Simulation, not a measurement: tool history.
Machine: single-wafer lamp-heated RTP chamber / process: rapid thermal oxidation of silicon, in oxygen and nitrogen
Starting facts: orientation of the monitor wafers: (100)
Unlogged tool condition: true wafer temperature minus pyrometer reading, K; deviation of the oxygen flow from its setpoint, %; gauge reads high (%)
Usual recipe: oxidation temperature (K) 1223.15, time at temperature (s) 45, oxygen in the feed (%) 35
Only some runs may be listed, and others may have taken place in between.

run,hour,oxidation temperature (K),time at temperature (s),oxygen in the feed (%),wafers since the last listed run,wafers since the last pyrometer calibration,hours since the oxygen flow controller was replaced,hours since the gauge calibration,"read-back reference wafer on the same gauge, thickness",oxide thickness on the monitor wafer (angstrom)
1,0,1223.15,45,35,0,5259,5630.6,273.4,2.76,24.29
2,12.1,1223.15,45,35,109,5368,5642.7,285.5,2.759,24.48
3,24.1,1223.15,45,35,108,5476,5654.7,297.5,2.759,24.43
4,39.8,1223.15,29,35,141,5618,5670.4,313.2,2.76,21.74
5,57.2,1223.15,29,35,157,5775,5687.8,330.6,2.763,21.66
6,68.8,1223.15,29,35,104,5880,5699.4,342.2,2.763,21.74
7,78.8,1223.15,45,35,90,5970,5709.4,352.2,2.761,24.33
8,95.2,1223.15,45,35,148,6118,5725.8,368.6,2.763,24.5
9,103.9,1223.15,45,35,78,6197,5734.5,377.3,2.758,24.44
10,115.9,1223.15,35,35,108,6305,5746.5,389.3,2.762,22.83
11,125.3,1223.15,45,55,84,6390,5755.9,398.7,2.759,27.02
12,133.2,1223.15,45,35,71,6462,5763.8,406.6,2.761,24.53
# hour 141.6: gauge calibrated
13,150.7,1242.15,36,35,158,6620,5781.3,9.1,2.76,25.03
14,160,1242.15,36,35,83,6704,5790.6,18.4,2.76,25.06
# hour 197.9: pyrometer window cleaned and pyrometer calibrated
15,202.4,1242.15,36,35,310,40,5833,60.8,2.764,24.19
16,213.6,1238.15,45,35,101,141,5844.2,72,2.762,25.5
17,230.9,1238.15,45,35,156,297,5861.5,89.3,2.758,25.56
18,240.4,1223.15,45,35,85,383,5871,98.8,2.757,23.77
19,253.3,1223.15,34,35,116,500,5883.9,111.7,2.76,22.14
20,270.5,1223.15,45,35,155,655,5901.1,128.9,2.757,23.87
21,278.1,1223.15,45,35,68,724,5908.7,136.5,2.764,23.99
22,285.8,1223.15,45,35,69,793,5916.4,144.2,2.757,23.92
# hour 296.9: oxygen flow controller replaced
23,297.4,1251.15,35,35,32,826,0.5,155.8,2.761,25.36
24,312.8,1194.15,55,35,139,965,15.9,171.2,2.761,22.45
25,326.1,1223.15,39,45,120,1085,29.2,184.5,2.761,24.33
26,343.6,1223.15,45,35,158,1243,46.7,202,2.76,24.07
27,359.7,1215.15,52,17,145,1389,62.8,218.1,2.761,21.68
28,366.8,1223.15,45,35,64,1453,69.9,225.2,2.761,23.98
29,378.3,1206.15,29,19,103,1557,81.4,236.7,2.758,19.23
30,387.8,1247.15,45,49,85,1642,90.9,246.2,2.761,29.91
31,402.4,1223.15,56,64,131,1774,105.5,260.8,2.762,29.93
32,413.9,1251.15,38,35,103,1878,117,272.3,2.762,26.37
33,421.1,1223.15,52,57,65,1943,124.2,279.5,2.757,28.38
34,433.7,1212.15,27,17,113,2057,136.8,292.1,2.76,19.04
35,442.3,1223.15,57,35,77,2135,145.4,300.7,2.762,25.91

4 options for the next run, each taken on its own from the tool as it stands now. Forecast them:
A,442.8,1223.15,32,35,4,2139,145.9,301.2,?,?
B,442.8,1235.15,62,17,4,2139,145.9,301.2,?,?
C,442.8,1209.15,26,17,4,2139,145.9,301.2,?,?
D,442.8,1206.15,28,62,4,2139,145.9,301.2,?,?

run,"read-back reference wafer on the same gauge, thickness",oxide thickness on the monitor wafer (angstrom)
A,2.762,22.13
B,2.762,24.34
C,2.762,18.84
D,2.762,22
With the hidden condition removed and each run's random variation left untouched, the same runs would have given:
run,oxide thickness on the monitor wafer (angstrom)
A,21.69
B,23.81
C,18.65
D,21.54
